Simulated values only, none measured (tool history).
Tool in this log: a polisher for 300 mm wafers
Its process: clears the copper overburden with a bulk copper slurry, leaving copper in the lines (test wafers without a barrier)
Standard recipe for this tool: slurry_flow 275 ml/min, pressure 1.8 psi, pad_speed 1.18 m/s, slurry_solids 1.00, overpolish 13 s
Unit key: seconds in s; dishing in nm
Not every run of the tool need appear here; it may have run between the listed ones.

run    hour  slurry_flow  pressure  pad_speed  slurry_solids  overpolish  incoming thickness of the incoming film, nm  seconds  dishing
  1     0.0          275       1.8       1.44           1.00          13                                        728.9    105.5     46.4
       13.8  -- slurry blender recalibrated
  2    63.3          275       1.8       1.18           1.00          13                                        719.0    115.6     42.7
  3    97.6          275       1.8       1.18           1.00          13                                        730.6    122.5     43.8
  4   160.2          275       1.8       1.18           1.00          13                                        725.6    124.9     42.2
      215.7  -- slurry nozzle cleaned
      283.1  -- worn pad replaced by a new one
  5   289.8          275       1.8       1.18           1.00          13                                        717.2    112.6     44.1
      333.4  -- slurry blender recalibrated
  6   334.3          275       1.8       1.18           1.00          13                                        727.0    107.4     46.7
  7   403.7          275       1.8       1.18           1.00          13                                        729.0    115.9     43.9
  8   464.7          275       1.8       1.18           1.00          13                                        724.6    119.6     43.7
  9   521.0          275       1.8       1.18           1.00          13                                        732.5    125.9     40.8
 10   556.9          275       1.8       1.18           1.00          13                                        736.4    125.2     40.5
      608.1  -- worn pad replaced by a new one
      609.3  -- slurry nozzle cleaned
 11   609.8          180       2.2       1.18           1.00          10                                        744.3     98.6     42.2
 12   632.7          275       1.8       1.36           1.00          13                                        725.8    102.5     45.0
      657.5  -- head pressure recalibrated
 13   662.2          275       1.8       1.18           1.00          13                                        746.1    121.6     42.8
      668.1  -- slurry blender recalibrated
 14   702.9          200       1.5       1.18           1.00          13                                        741.3    143.8     36.3
 15   759.4          275       1.8       1.18           1.10           8                                        725.1    117.1     30.3
 16   819.8          275       2.0       0.82           1.00          13                                        720.1    140.3     40.1
 17   877.8          275       2.2       1.46           1.00          20                                        725.3     90.9     65.8
      922.9  -- worn pad replaced by a new one
 18   934.2          275       1.8       1.18           1.00          13                                        745.9    120.7     44.2
      971.9  -- slurry blender recalibrated
 19   985.7          275       1.8       1.18           1.00          13                                        742.5    113.7     45.2
      999.2  -- slurry nozzle cleaned
 20  1024.1          275       1.8       1.44           1.00          13                                        732.8    102.4     47.2
 21  1085.3          205       1.3       1.18           0.75          13                                        721.4    186.3     29.6
 22  1121.6          275       2.2       1.18           1.00          16                                        727.7    101.7     54.2
 23  1157.4          275       1.8       1.18           1.00          13                                        725.3    129.7     41.5
     1227.7  -- worn pad replaced by a new one
 24  1290.1          345       2.3       0.94           1.00          15                                        723.5    102.1     53.0
     1332.0  -- slurry blender recalibrated
     1348.3  -- slurry nozzle cleaned
 25  1348.8          275       1.8       1.18           1.00          13                                        737.0    114.5     45.1
 26  1373.8          235       1.8       1.18           1.00          13                                        731.1    117.0     42.2
     1384.2  -- head pressure recalibrated
 27  1418.9          275       1.5       1.52           1.10          19                                        726.1    117.2     51.7

Consider 5 possible next runs. They are alternatives, not a sequence: every one starts from the tool as it was left by run 27. What does each give?
  A  1419.4          205       1.8       1.18           1.00          13                                        739.4        ?        ?
  B  1419.4          345       1.4       1.18           1.00          13                                        739.4        ?        ?
  C  1419.4          275       1.8       1.18           1.00          10                                        739.4        ?        ?
  D  1419.4          205       1.8       0.90           1.00          13                                        739.4        ?        ?
  E  1419.4          365       1.8       1.18           1.00          13                                        739.4        ?        ?

run  seconds  dishing
  A    124.7     43.2
  B    152.2     36.4
  C    120.7     36.8
  D    146.8     38.6
  E    117.8     44.9
Take away the tool's hidden state, keep each run's random variation, and the runs would have read:
run  seconds  dishing
  A    106.2     47.9
  B    129.6     40.5
  C    102.8     41.2
  D    125.1     43.1
  E    100.4     49.6

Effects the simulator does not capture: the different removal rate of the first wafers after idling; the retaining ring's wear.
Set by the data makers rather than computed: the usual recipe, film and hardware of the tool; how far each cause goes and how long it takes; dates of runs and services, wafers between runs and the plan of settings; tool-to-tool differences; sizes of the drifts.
